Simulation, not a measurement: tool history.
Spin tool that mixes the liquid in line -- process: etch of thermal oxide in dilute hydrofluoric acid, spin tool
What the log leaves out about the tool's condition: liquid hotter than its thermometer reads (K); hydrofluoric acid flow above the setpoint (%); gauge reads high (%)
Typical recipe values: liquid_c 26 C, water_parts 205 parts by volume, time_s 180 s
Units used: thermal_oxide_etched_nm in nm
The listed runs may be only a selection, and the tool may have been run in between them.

run	hour	liquid_c	water_parts	time_s	wafers since the last listed run	hours since the thermometer was replaced	hours since the hydrofluoric acid flow meter was replaced	hours since the gauge calibration	read-back film thickness of the thermal oxide reference wafer, read on the same gauge (nm)	thermal_oxide_etched_nm
1	0	26	205	220	0	2349.6	220	1138.3	150.02	5.427
2	65.1	26	205	220	426	2414.7	285.1	1203.4	150.007	5.495
3	250.9	26	205	220	1216	2600.5	470.9	1389.2	150.035	5.515
4	313.2	26	205	250	407	2662.8	533.2	1451.5	150.015	6.325
5	349.4	26	205	250	236	2699	569.4	1487.7	150.038	6.243
6	416.1	26	205	250	436	2765.7	636.1	1554.4	149.989	6.21
7	459.3	26	205	180	282	2808.9	679.3	1597.6	149.976	4.52
8	499.2	26	205	180	261	2848.8	719.2	1637.5	149.973	4.475
9	545.5	26	205	180	303	2895.1	765.5	1683.8	149.979	4.494
# hour 549.4: thermometer replaced
# hour 583.6: hydrofluoric acid flow meter replaced
10	601	26	205	180	350	51.6	17.4	1739.3	149.991	4.718
11	635.3	26	205	180	224	85.9	51.7	1773.6	149.999	4.709
12	690.3	26	205	180	359	140.9	106.7	1828.6	149.998	4.696
13	725.9	26	205	180	232	176.5	142.3	1864.2	150.005	4.707
14	762.8	26	205	180	241	213.4	179.2	1901.1	150.015	4.674
15	873.7	28.5	150	180	725	324.3	290.1	2012	150.013	7.444
16	935.4	28	155	180	403	386	351.8	2073.7	150.011	7.092
17	1000	21.5	245	210	422	450.6	416.4	2138.3	149.979	3.799
18	1047	21.5	160	90	307	497.6	463.4	2185.3	150.006	2.723
19	1099.8	29	205	180	345	550.4	516.2	2238.1	149.992	5.245
# hour 1224.7: thermometer replaced, repeated, since the last time left the tool worse
20	1284.9	24	205	235	1204	60.2	701.3	2423.2	149.999	5.129
21	1342.4	26	205	180	376	117.7	758.8	2480.7	149.963	4.205
# hour 1351.1: hydrofluoric acid flow meter replaced
# hour 1468.4: gauge calibrated
22	1487.4	24.5	205	245	942	262.7	136.3	19	149.992	5.469
23	1515.2	26	205	90	181	290.5	164.1	46.8	149.989	2.123
24	1577.6	26	255	180	408	352.9	226.5	109.2	150.011	3.281
25	1609.7	30.5	205	130	210	385	258.6	141.3	149.979	3.603
26	1676.5	24.5	250	225	437	451.8	325.4	208.1	149.985	3.999
27	1729.8	26	205	180	348	505.1	378.7	261.4	149.999	4.339
28	1760.5	26	205	180	200	535.8	409.4	292.1	150.013	4.291
29	1800.1	26	205	245	259	575.4	449	331.7	149.988	5.87
# hour 1982.2: hydrofluoric acid flow meter replaced
30	2007.8	26	205	140	1352	783.1	25.6	539.4	149.985	3.348
31	2038.9	30.5	160	225	203	814.2	56.7	570.5	150.03	8.53
32	2089.2	26	205	180	329	864.5	107	620.8	150.017	4.323
33	2131	26	205	180	273	906.3	148.8	662.6	150.003	4.326
34	2186.3	26	205	180	361	961.6	204.1	717.9	149.991	4.331

A few steps of thermal_oxide_etched_nm between consecutive runs. Split each: what settings, incoming material and random variation would produce without the hidden state, and what is left over for the hidden state, along with gauge scatter present in only one of the two compared results (measured, and without hidden state):
Run 14 -> 15: liquid_c 26 -> 28.5, water_parts 205 -> 150. thermal_oxide_etched_nm +2.77 nm: hidden state +0.305, all else +2.465.
Run 16 -> 17: liquid_c 28 -> 21.5, water_parts 155 -> 245, time_s 180 -> 210. thermal_oxide_etched_nm -3.293 nm: hidden state -0.341, all else -2.952.
Run 19 -> 20: liquid_c 29 -> 24, time_s 180 -> 235, thermometer replaced, repeated, since the last time left the tool worse. thermal_oxide_etched_nm -0.116 nm: hidden state -0.517, all else +0.401.
Run 22 -> 23: liquid_c 24.5 -> 26, time_s 245 -> 90. thermal_oxide_etched_nm -3.346 nm: hidden state -0.029, all else -3.317.
Run 30 -> 31: liquid_c 26 -> 30.5, water_parts 205 -> 160, time_s 140 -> 225. thermal_oxide_etched_nm +5.182 nm: hidden state +0.099, all else +5.083.
Run 31 -> 32: liquid_c 30.5 -> 26, water_parts 160 -> 205, time_s 225 -> 180. thermal_oxide_etched_nm -4.207 nm: hidden state -0.074, all else -4.133.
